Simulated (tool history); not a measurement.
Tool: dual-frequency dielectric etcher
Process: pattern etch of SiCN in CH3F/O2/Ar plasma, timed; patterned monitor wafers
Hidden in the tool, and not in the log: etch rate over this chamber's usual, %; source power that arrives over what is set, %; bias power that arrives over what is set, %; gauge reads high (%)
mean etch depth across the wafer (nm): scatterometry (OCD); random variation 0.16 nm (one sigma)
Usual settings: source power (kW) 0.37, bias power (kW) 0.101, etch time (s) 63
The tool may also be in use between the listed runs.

| run | hour | source power (kW) | bias power (kW) | etch time (s) | wafers since the last listed run | hours since the last wet clean | hours since the last source power generator calibration | hours since the last bias power generator calibration | hours since the last upper electrode change | hours since the gauge calibration | read-back reference wafer on the same gauge, depth_nm | mean etch depth across the wafer (nm) |
|---|---|---|---|---|---|---|---|---|---|---|---|---|
| 1 | 0 | 0.37 | 0.108 | 63 | 0 | 116.3 | 1267.1 | 3802.5 | 2284.9 | 1.8 | 24.21 | 28.83 |
| 2 | 57.3 | 0.37 | 0.108 | 63 | 406 | 173.6 | 1324.4 | 3859.8 | 2342.2 | 59.1 | 24.29 | 28.78 |
| 3 | 130.1 | 0.37 | 0.108 | 63 | 515 | 246.4 | 1397.2 | 3932.6 | 2415 | 131.9 | 24.21 | 28.49 |
| 4 | 208 | 0.41 | 0.101 | 63 | 552 | 324.3 | 1475.1 | 4010.5 | 2492.9 | 209.8 | 24.21 | 29.48 |
| 5 | 311.2 | 0.41 | 0.101 | 63 | 731 | 427.5 | 1578.3 | 4113.7 | 2596.1 | 313 | 24.2 | 29.19 |
| 6 | 393 | 0.37 | 0.101 | 74 | 579 | 509.3 | 1660.1 | 4195.5 | 2677.9 | 394.8 | 24.07 | 32.99 |
| 7 | 478.7 | 0.44 | 0.101 | 63 | 607 | 595 | 1745.8 | 4281.2 | 2763.6 | 480.5 | 24.09 | 30.25 |
|  | 504.3 | wet clean of the chamber |
| 8 | 526.2 | 0.37 | 0.101 | 63 | 166 | 21.9 | 1793.3 | 4328.7 | 2811.1 | 528 | 24.01 | 27.91 |
| 9 | 576.8 | 0.37 | 0.101 | 63 | 358 | 72.5 | 1843.9 | 4379.3 | 2861.7 | 578.6 | 23.96 | 28.12 |
| 10 | 676.1 | 0.37 | 0.101 | 63 | 703 | 171.8 | 1943.2 | 4478.6 | 2961 | 677.9 | 23.87 | 27.74 |
| 11 | 746 | 0.37 | 0.101 | 63 | 495 | 241.7 | 2013.1 | 4548.5 | 3030.9 | 747.8 | 23.73 | 27.68 |
| 12 | 814 | 0.37 | 0.101 | 63 | 481 | 309.7 | 2081.1 | 4616.5 | 3098.9 | 815.8 | 23.68 | 27.67 |
| 13 | 896.3 | 0.37 | 0.101 | 63 | 583 | 392 | 2163.4 | 4698.8 | 3181.2 | 898.1 | 23.55 | 27.28 |
|  | 915.7 | bias power generator calibrated |
| 14 | 982.5 | 0.37 | 0.101 | 63 | 582 | 478.2 | 2249.6 | 66.8 | 3267.4 | 984.3 | 23.44 | 27 |
| 15 | 1066.6 | 0.37 | 0.101 | 63 | 595 | 562.3 | 2333.7 | 150.9 | 3351.5 | 1068.4 | 23.25 | 27.13 |
|  | 1141.3 | wet clean of the chamber |
| 16 | 1150.6 | 0.4 | 0.101 | 51 | 425 | 9.3 | 2417.7 | 234.9 | 3435.5 | 1152.4 | 23.1 | 22.49 |
|  | 1199.8 | gauge calibrated |
| 17 | 1251.1 | 0.34 | 0.123 | 71.5 | 712 | 109.8 | 2518.2 | 335.4 | 3536 | 51.3 | 24.41 | 32.46 |
| 18 | 1311.6 | 0.37 | 0.101 | 63 | 428 | 170.3 | 2578.7 | 395.9 | 3596.5 | 111.8 | 24.4 | 28.23 |
| 19 | 1416.3 | 0.32 | 0.101 | 63 | 741 | 275 | 2683.4 | 500.6 | 3701.2 | 216.5 | 24.39 | 26.33 |
|  | 1484.6 | upper electrode replaced |
| 20 | 1485.1 | 0.37 | 0.101 | 63 | 317 | 343.8 | 2752.2 | 569.4 | 0.5 | 285.3 | 24.38 | 28.31 |
| 21 | 1529.7 | 0.37 | 0.087 | 48 | 316 | 388.4 | 2796.8 | 614 | 45.1 | 329.9 | 24.35 | 20.68 |
|  | 1541.6 | source power generator calibrated |
| 22 | 1629.8 | 0.31 | 0.117 | 74.5 | 680 | 488.5 | 88.2 | 714.1 | 145.2 | 430 | 24.28 | 31.78 |

Run 23 comes next. What will it give?
|  | 1684.2 | wet clean of the chamber |
| 23 | 1701.5 | 0.37 | 0.101 | 63 | 338 | 17.3 | 159.9 | 785.8 | 216.9 | 501.7 | ? | ? |

{"run 23": {"read-back reference wafer on the same gauge, depth_nm": 24.25, "mean etch depth across the wafer (nm)": 28.12}}
Without the tool's hidden state the same run would have given mean etch depth across the wafer (nm) 28.22.
